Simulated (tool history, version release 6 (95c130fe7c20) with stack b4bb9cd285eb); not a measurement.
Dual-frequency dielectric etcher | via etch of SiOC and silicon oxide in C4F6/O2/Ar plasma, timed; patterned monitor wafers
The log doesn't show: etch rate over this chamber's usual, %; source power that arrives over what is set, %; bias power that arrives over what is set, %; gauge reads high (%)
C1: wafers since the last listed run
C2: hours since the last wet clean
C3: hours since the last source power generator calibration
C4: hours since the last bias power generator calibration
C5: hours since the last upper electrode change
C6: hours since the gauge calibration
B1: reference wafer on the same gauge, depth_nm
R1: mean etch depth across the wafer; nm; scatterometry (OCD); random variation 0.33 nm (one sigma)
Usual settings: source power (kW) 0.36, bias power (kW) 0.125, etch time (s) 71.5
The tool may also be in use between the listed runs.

{"run": 1, "hour": 0.0, "source power (kW)": 0.36, "bias power (kW)": 0.103, "etch time (s)": 71.5, "C1": 0, "C2": 158.1, "C3": 1697.8, "C4": 2551.9, "C5": 5264.2, "C6": 170.8, "B1": 52.6, "R1": 61.2}
{"run": 2, "hour": 29.5, "source power (kW)": 0.36, "bias power (kW)": 0.103, "etch time (s)": 71.5, "C1": 296, "C2": 187.6, "C3": 1727.3, "C4": 2581.4, "C5": 5293.7, "C6": 200.3, "B1": 52.6, "R1": 61.2}
{"hour": 48.8, "done": "gauge calibrated"}
{"run": 3, "hour": 85.7, "source power (kW)": 0.36, "bias power (kW)": 0.103, "etch time (s)": 71.5, "C1": 564, "C2": 243.8, "C3": 1783.5, "C4": 2637.6, "C5": 5349.9, "C6": 36.9, "B1": 52.7, "R1": 61.8}
{"run": 4, "hour": 106.0, "source power (kW)": 0.36, "bias power (kW)": 0.125, "etch time (s)": 71.5, "C1": 203, "C2": 264.1, "C3": 1803.8, "C4": 2657.9, "C5": 5370.2, "C6": 57.2, "B1": 52.7, "R1": 64.3}
{"run": 5, "hour": 124.0, "source power (kW)": 0.36, "bias power (kW)": 0.125, "etch time (s)": 71.5, "C1": 180, "C2": 282.1, "C3": 1821.8, "C4": 2675.9, "C5": 5388.2, "C6": 75.2, "B1": 52.7, "R1": 64.7}
{"run": 6, "hour": 137.8, "source power (kW)": 0.36, "bias power (kW)": 0.125, "etch time (s)": 71.5, "C1": 138, "C2": 295.9, "C3": 1835.6, "C4": 2689.7, "C5": 5402, "C6": 89, "B1": 52.6, "R1": 64.7}
{"run": 7, "hour": 155.7, "source power (kW)": 0.36, "bias power (kW)": 0.135, "etch time (s)": 71.5, "C1": 179, "C2": 313.8, "C3": 1853.5, "C4": 2707.6, "C5": 5419.9, "C6": 106.9, "B1": 52.6, "R1": 65.6}
{"run": 8, "hour": 185.9, "source power (kW)": 0.36, "bias power (kW)": 0.105, "etch time (s)": 71.5, "C1": 303, "C2": 344, "C3": 1883.7, "C4": 2737.8, "C5": 5450.1, "C6": 137.1, "B1": 52.7, "R1": 61.8}
{"run": 9, "hour": 207.8, "source power (kW)": 0.31, "bias power (kW)": 0.113, "etch time (s)": 91, "C1": 220, "C2": 365.9, "C3": 1905.6, "C4": 2759.7, "C5": 5472, "C6": 159, "B1": 52.7, "R1": 77.7}
{"run": 10, "hour": 241.6, "source power (kW)": 0.41, "bias power (kW)": 0.125, "etch time (s)": 71.5, "C1": 339, "C2": 399.7, "C3": 1939.4, "C4": 2793.5, "C5": 5505.8, "C6": 192.8, "B1": 52.8, "R1": 67.6}
{"hour": 270.4, "done": "gauge calibrated"}
{"hour": 274.1, "done": "wet clean of the chamber"}
{"hour": 274.1, "done": "source power generator calibrated"}
{"hour": 282.8, "done": "bias power generator calibrated"}
{"hour": 293.9, "done": "upper electrode replaced, of another model than before"}
{"run": 11, "hour": 294.4, "source power (kW)": 0.36, "bias power (kW)": 0.125, "etch time (s)": 71.5, "C1": 137, "C2": 20.3, "C3": 20.3, "C4": 11.6, "C5": 0.5, "C6": 24, "B1": 52.8, "R1": 62.6}
{"run": 12, "hour": 297.7, "source power (kW)": 0.44, "bias power (kW)": 0.144, "etch time (s)": 71.5, "C1": 33, "C2": 23.6, "C3": 23.6, "C4": 14.9, "C5": 3.8, "C6": 27.3, "B1": 52.7, "R1": 69.7}
{"run": 13, "hour": 329.8, "source power (kW)": 0.36, "bias power (kW)": 0.105, "etch time (s)": 71.5, "C1": 322, "C2": 55.7, "C3": 55.7, "C4": 47, "C5": 35.9, "C6": 59.4, "B1": 52.7, "R1": 59.3}
{"run": 14, "hour": 347.8, "source power (kW)": 0.32, "bias power (kW)": 0.125, "etch time (s)": 71.5, "C1": 180, "C2": 73.7, "C3": 73.7, "C4": 65, "C5": 53.9, "C6": 77.4, "B1": 52.6, "R1": 61.6}
{"run": 15, "hour": 364.5, "source power (kW)": 0.4, "bias power (kW)": 0.125, "etch time (s)": 71.5, "C1": 167, "C2": 90.4, "C3": 90.4, "C4": 81.7, "C5": 70.6, "C6": 94.1, "B1": 52.7, "R1": 64.4}
{"run": 16, "hour": 398.9, "source power (kW)": 0.3, "bias power (kW)": 0.125, "etch time (s)": 71.5, "C1": 345, "C2": 124.8, "C3": 124.8, "C4": 116.1, "C5": 105, "C6": 128.5, "B1": 52.6, "R1": 61.6}
{"run": 17, "hour": 411.1, "source power (kW)": 0.36, "bias power (kW)": 0.103, "etch time (s)": 71.5, "C1": 122, "C2": 137, "C3": 137, "C4": 128.3, "C5": 117.2, "C6": 140.7, "B1": 52.7, "R1": 58.8}

Forecast each of these 4 alternatives for the next run:
{"run": "A", "hour": 411.5, "source power (kW)": 0.36, "bias power (kW)": 0.125, "etch time (s)": 62.5, "C1": 4, "C2": 137.4, "C3": 137.4, "C4": 128.7, "C5": 117.6, "C6": 141.1, "B1": "?", "R1": "?"}
{"run": "B", "hour": 411.5, "source power (kW)": 0.4, "bias power (kW)": 0.103, "etch time (s)": 71.5, "C1": 4, "C2": 137.4, "C3": 137.4, "C4": 128.7, "C5": 117.6, "C6": 141.1, "B1": "?", "R1": "?"}
{"run": "C", "hour": 411.5, "source power (kW)": 0.28, "bias power (kW)": 0.125, "etch time (s)": 71.5, "C1": 4, "C2": 137.4, "C3": 137.4, "C4": 128.7, "C5": 117.6, "C6": 141.1, "B1": "?", "R1": "?"}
{"run": "D", "hour": 411.5, "source power (kW)": 0.31, "bias power (kW)": 0.15, "etch time (s)": 55.5, "C1": 4, "C2": 137.4, "C3": 137.4, "C4": 128.7, "C5": 117.6, "C6": 141.1, "B1": "?", "R1": "?"}

run=A B1=52.6 R1=55.4
run=B B1=52.6 R1=59.7
run=C B1=52.6 R1=60.8
run=D B1=52.6 R1=51.7
Without the tool's hidden state the same runs would have given:
run=A R1=54.8
run=B R1=59.1
run=C R1=60.2
run=D R1=51.2
